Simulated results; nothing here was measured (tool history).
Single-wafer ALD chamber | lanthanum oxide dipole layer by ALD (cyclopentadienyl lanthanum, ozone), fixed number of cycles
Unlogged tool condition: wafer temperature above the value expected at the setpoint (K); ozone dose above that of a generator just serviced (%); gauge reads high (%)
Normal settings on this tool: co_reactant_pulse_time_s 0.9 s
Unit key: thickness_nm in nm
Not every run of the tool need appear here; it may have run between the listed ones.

run	hour	co_reactant_pulse_time_s	wafers since the last listed run	hours since the last thermocouple change	hours since the last ozone generator service	hours since the showerhead was replaced	hours since the gauge calibration	read-back reference wafer on the same gauge, thickness_nm	thickness_nm
1	0	1.06	0	1965.2	777.7	3608.8	2916.8	0.394	0.482
2	82.2	0.74	952	2047.4	859.9	3691	2999	0.394	0.386
3	122.5	0.68	466	2087.7	900.2	3731.3	3039.3	0.394	0.353
4	169.3	0.68	542	2134.5	947	3778.1	3086.1	0.394	0.35
5	244	0.68	865	2209.2	1021.7	3852.8	3160.8	0.394	0.349
6	315.2	0.9	825	2280.4	1092.9	3924	3232	0.394	0.441
7	403.9	0.9	1027	2369.1	1181.6	4012.7	3320.7	0.394	0.441
# hour 458.4: ozone generator serviced
# hour 601.9: thermocouple changed; heater temperature recalibrated
# hour 644.4: showerhead replaced
8	671.7	0.9	2824	69.8	213.3	27.3	3588.5	0.394	0.457
# hour 685.2: gauge calibrated
9	766.1	0.9	1093	164.2	307.7	121.7	80.9	0.394	0.452
10	854.6	1.18	1025	252.7	396.2	210.2	169.4	0.395	0.513
11	1102.9	1.02	2877	501	644.5	458.5	417.7	0.394	0.478
12	1325	0.9	2573	723.1	866.6	680.6	639.8	0.394	0.442
13	1375.8	0.9	588	773.9	917.4	731.4	690.6	0.394	0.449
14	1432.1	0.9	652	830.2	973.7	787.7	746.9	0.394	0.45
15	1534.3	0.9	1184	932.4	1075.9	889.9	849.1	0.394	0.441
16	1621.3	0.72	1008	1019.4	1162.9	976.9	936.1	0.394	0.367
17	1690.8	1.1	805	1088.9	1232.4	1046.4	1005.6	0.394	0.493
18	1753.9	1	731	1152	1295.5	1109.5	1068.7	0.394	0.469
19	1839.8	1.23	995	1237.9	1381.4	1195.4	1154.6	0.394	0.516
# hour 1899.5: ozone generator serviced
20	1933.9	1.09	997	1332	34.4	1289.5	1248.7	0.394	0.499
21	2026	0.59	1067	1424.1	126.5	1381.6	1340.8	0.394	0.308
22	2064.5	1.01	446	1462.6	165	1420.1	1379.3	0.394	0.487
23	2146.4	0.66	948	1544.5	246.9	1502	1461.2	0.394	0.349
24	2232.6	0.78	998	1630.7	333.1	1588.2	1547.4	0.394	0.407
25	2317.3	0.63	981	1715.4	417.8	1672.9	1632.1	0.394	0.328
26	2410.9	0.73	1084	1809	511.4	1766.5	1725.7	0.394	0.382
27	2447.9	1.12	428	1846	548.4	1803.5	1762.7	0.394	0.501
28	2500.4	0.99	608	1898.5	600.9	1856	1815.2	0.394	0.471
29	2539.3	1.03	450	1937.4	639.8	1894.9	1854.1	0.394	0.484
30	2613.3	0.6	857	2011.4	713.8	1968.9	1928.1	0.394	0.303
31	2667.6	1.15	629	2065.7	768.1	2023.2	1982.4	0.394	0.504
32	2760.2	1.07	1072	2158.3	860.7	2115.8	2075	0.394	0.487
33	2821.2	0.56	706	2219.3	921.7	2176.8	2136	0.394	0.269
# hour 2833.3: thermocouple changed; heater temperature recalibrated
34	2904.4	0.9	871	71.1	1004.9	2260	2219.2	0.395	0.444

Here are 4 independent what-if runs from the current tool condition. What would each one return?
A	2904.8	0.67	4	71.5	1005.3	2260.4	2219.6	?	?
B	2904.8	1.19	4	71.5	1005.3	2260.4	2219.6	?	?
C	2904.8	1.13	4	71.5	1005.3	2260.4	2219.6	?	?
D	2904.8	1.25	4	71.5	1005.3	2260.4	2219.6	?	?

run	read-back reference wafer on the same gauge, thickness_nm	thickness_nm
A	0.394	0.344
B	0.394	0.508
C	0.394	0.499
D	0.394	0.516
Take away the tool's hidden state, keep each run's random variation, and the runs would have read:
run	thickness_nm
A	0.371
B	0.522
C	0.515
D	0.529
